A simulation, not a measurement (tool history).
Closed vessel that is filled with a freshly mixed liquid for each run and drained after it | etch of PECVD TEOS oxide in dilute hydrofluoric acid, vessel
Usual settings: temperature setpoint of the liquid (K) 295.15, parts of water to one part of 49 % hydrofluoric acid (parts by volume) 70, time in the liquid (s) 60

run,hour,temperature setpoint of the liquid (K),parts of water to one part of 49 % hydrofluoric acid (parts by volume),time in the liquid (s),wafers since the last listed run,hours since the thermometer was replaced,hours since the hydrofluoric acid flow meter was replaced,hours since the gauge calibration,"read-back film thickness of the PECVD TEOS oxide reference wafer, read on the same gauge (nm)",thickness taken off the PECVD TEOS oxide on a monitor wafer (Å)
1,0.0,295.15,70,60,0,714.1,630.6,627.0,60.00,165.9
2,88.4,295.15,70,60,6692,802.5,719.0,715.4,60.00,165.1
3,117.3,295.15,70,60,2187,831.4,747.9,744.3,60.02,165.1
4,148.6,295.15,95,60,2369,862.7,779.2,775.6,59.97,116.9
5,177.6,295.15,70,60,2195,891.7,808.2,804.6,60.01,163.3
6,197.8,295.15,70,60,1529,911.9,828.4,824.8,60.02,164.6
7,220.9,295.15,70,60,1748,935.0,851.5,847.9,60.03,165.4
8,235.8,293.15,70,60,1127,949.9,866.4,862.8,59.99,149.8
# hour 308.5: gauge calibrated
# hour 325.5: thermometer replaced
9,337.9,293.15,70,60,7653,12.4,968.5,29.4,60.04,153.9
10,355.8,295.15,70,60,1355,30.3,986.4,47.3,59.99,168.0
11,410.0,295.15,70,60,4103,84.5,1040.6,101.5,59.99,167.6
12,434.4,292.15,70,35,1847,108.9,1065.0,125.9,60.00,86.1
13,459.3,292.15,70,35,1885,133.8,1089.9,150.8,59.97,87.1
14,476.8,292.15,70,35,1324,151.3,1107.4,168.3,60.02,86.9
15,500.5,295.15,80,60,1794,175.0,1131.1,192.0,59.98,145.0
# hour 503.2: hydrofluoric acid flow meter replaced
16,533.3,295.15,70,60,2407,207.8,30.1,224.8,60.05,167.6
17,558.4,300.15,60,60,1900,232.9,55.2,249.9,60.02,242.6
18,586.5,295.15,70,60,2127,261.0,83.3,278.0,60.00,167.8
19,599.0,295.15,55,60,946,273.5,95.8,290.5,60.01,215.3
20,634.4,295.15,80,40,2679,308.9,131.2,325.9,59.99,95.9
21,653.9,291.65,70,60,1476,328.4,150.7,345.4,60.00,143.8
22,667.9,295.15,70,75,1059,342.4,164.7,359.4,60.03,208.1
23,702.5,295.15,70,60,2619,377.0,199.3,394.0,59.98,166.4
24,721.1,295.15,70,60,1408,395.6,217.9,412.6,60.00,166.1
25,735.5,295.15,70,85,1090,410.0,232.3,427.0,59.99,236.5
26,766.8,297.15,45,60,2369,441.3,263.6,458.3,60.01,290.8
27,801.7,296.65,50,60,2642,476.2,298.5,493.2,60.03,253.5
28,817.4,295.15,70,60,1188,491.9,314.2,508.9,60.03,164.6

Hidden state at the last listed run before each entry between runs and at the first one after, where it differs:
Between runs 8 and 9: gauge calibrated (hour 308.5); thermometer replaced (hour 325.5)
  liquid colder than its thermometer reads (K): 0.756 -> 0.164
  measured less the result without the state, thickness taken off the PECVD TEOS oxide on a monitor wafer (Å): -4.8 -> -1.0
Between runs 15 and 16: hydrofluoric acid flow meter replaced (hour 503.2)
  liquid colder than its thermometer reads (K): 0.281 -> 0.305
  measured less the result without the state, thickness taken off the PECVD TEOS oxide on a monitor wafer (Å): -1.7 -> -2.1
